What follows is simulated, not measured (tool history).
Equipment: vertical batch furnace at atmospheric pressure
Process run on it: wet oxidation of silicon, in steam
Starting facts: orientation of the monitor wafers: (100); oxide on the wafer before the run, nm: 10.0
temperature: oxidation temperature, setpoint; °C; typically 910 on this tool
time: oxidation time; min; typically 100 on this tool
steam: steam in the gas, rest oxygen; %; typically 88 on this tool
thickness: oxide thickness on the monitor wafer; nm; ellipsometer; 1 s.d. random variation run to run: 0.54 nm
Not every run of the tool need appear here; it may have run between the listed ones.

| run | hour | temperature | time | steam | wafers since the last listed run | hours since the last temperature calibration | hours since the steam generator was serviced | hours since the gauge calibration | read-back reference wafer on the same gauge, thickness | thickness |
|---|---|---|---|---|---|---|---|---|---|---|
| 1 | 0 | 910 | 137.5 | 88 | 0 | 1273.3 | 2285.6 | 149.8 | 272.13 | 307.63 |
| 2 | 16.8 | 910 | 137.5 | 88 | 234 | 1290.1 | 2302.4 | 166.6 | 271.91 | 308.78 |
| 3 | 37.9 | 910 | 137.5 | 88 | 294 | 1311.2 | 2323.5 | 187.7 | 271.87 | 306.59 |
| 4 | 55.4 | 910 | 65.5 | 88 | 244 | 1328.7 | 2341 | 205.2 | 271.86 | 168.06 |
| 5 | 68 | 910 | 100 | 79 | 175 | 1341.3 | 2353.6 | 217.8 | 271.67 | 217.42 |
| 6 | 86.7 | 910 | 100 | 79 | 261 | 1360 | 2372.3 | 236.5 | 272.11 | 217.29 |
| 7 | 105.6 | 910 | 100 | 96 | 263 | 1378.9 | 2391.2 | 255.4 | 272.01 | 254.66 |
| 8 | 129.6 | 910 | 100 | 96 | 335 | 1402.9 | 2415.2 | 279.4 | 272.11 | 253.21 |
|  | 143.9 | gauge calibrated |
|  | 159.1 | steam generator serviced |
| 9 | 159.6 | 910 | 100 | 96 | 83 | 1432.9 | 0.5 | 15.7 | 271.71 | 246.86 |
| 10 | 165.6 | 910 | 100 | 88 | 83 | 1438.9 | 6.5 | 21.7 | 272.07 | 230.42 |
| 11 | 176.4 | 930 | 138 | 96 | 150 | 1449.7 | 17.3 | 32.5 | 272.22 | 385.16 |
| 12 | 188.3 | 899 | 58.5 | 88 | 166 | 1461.6 | 29.2 | 44.4 | 272.18 | 128.35 |
| 13 | 201.9 | 934 | 100 | 88 | 189 | 1475.2 | 42.8 | 58 | 271.79 | 292.32 |
|  | 236.5 | steam generator serviced, repeated, since the last time left the tool worse |
|  | 243.8 | thermocouples replaced and temperature profile calibrated |
| 14 | 244.3 | 910 | 100 | 88 | 155 | 0.5 | 7.8 | 100.4 | 271.95 | 251.05 |
| 15 | 250.2 | 899 | 115.5 | 82 | 82 | 6.4 | 13.7 | 106.3 | 271.74 | 232.76 |
| 16 | 258.8 | 910 | 137.5 | 88 | 120 | 15 | 22.3 | 114.9 | 272.17 | 323.46 |
| 17 | 283.7 | 894 | 100 | 82 | 347 | 39.9 | 47.2 | 139.8 | 272.08 | 193.91 |
| 18 | 296.6 | 910 | 100 | 88 | 180 | 52.8 | 60.1 | 152.7 | 271.83 | 250.31 |
| 19 | 310.4 | 932 | 100 | 88 | 192 | 66.6 | 73.9 | 166.5 | 272.11 | 310.2 |
| 20 | 325.1 | 910 | 100 | 88 | 205 | 81.3 | 88.6 | 181.2 | 271.99 | 250.43 |

Here are 3 independent what-if runs from the current tool condition. What would each one return?
| A | 331.2 | 910 | 100 | 88 | 85 | 87.4 | 94.7 | 187.3 | ? | ? |
| B | 331.2 | 895 | 100 | 82 | 85 | 87.4 | 94.7 | 187.3 | ? | ? |
| C | 331.2 | 918 | 100 | 81 | 85 | 87.4 | 94.7 | 187.3 | ? | ? |

| run | read-back reference wafer on the same gauge, thickness | thickness |
|---|---|---|
| A | 272.08 | 249.97 |
| B | 272.08 | 196.24 |
| C | 272.08 | 254.53 |
The same runs, with their run-to-run variation unchanged, on a tool lacking any hidden condition would have given:
| run | thickness |
|---|---|
| A | 251.32 |
| B | 197.34 |
| C | 255.89 |
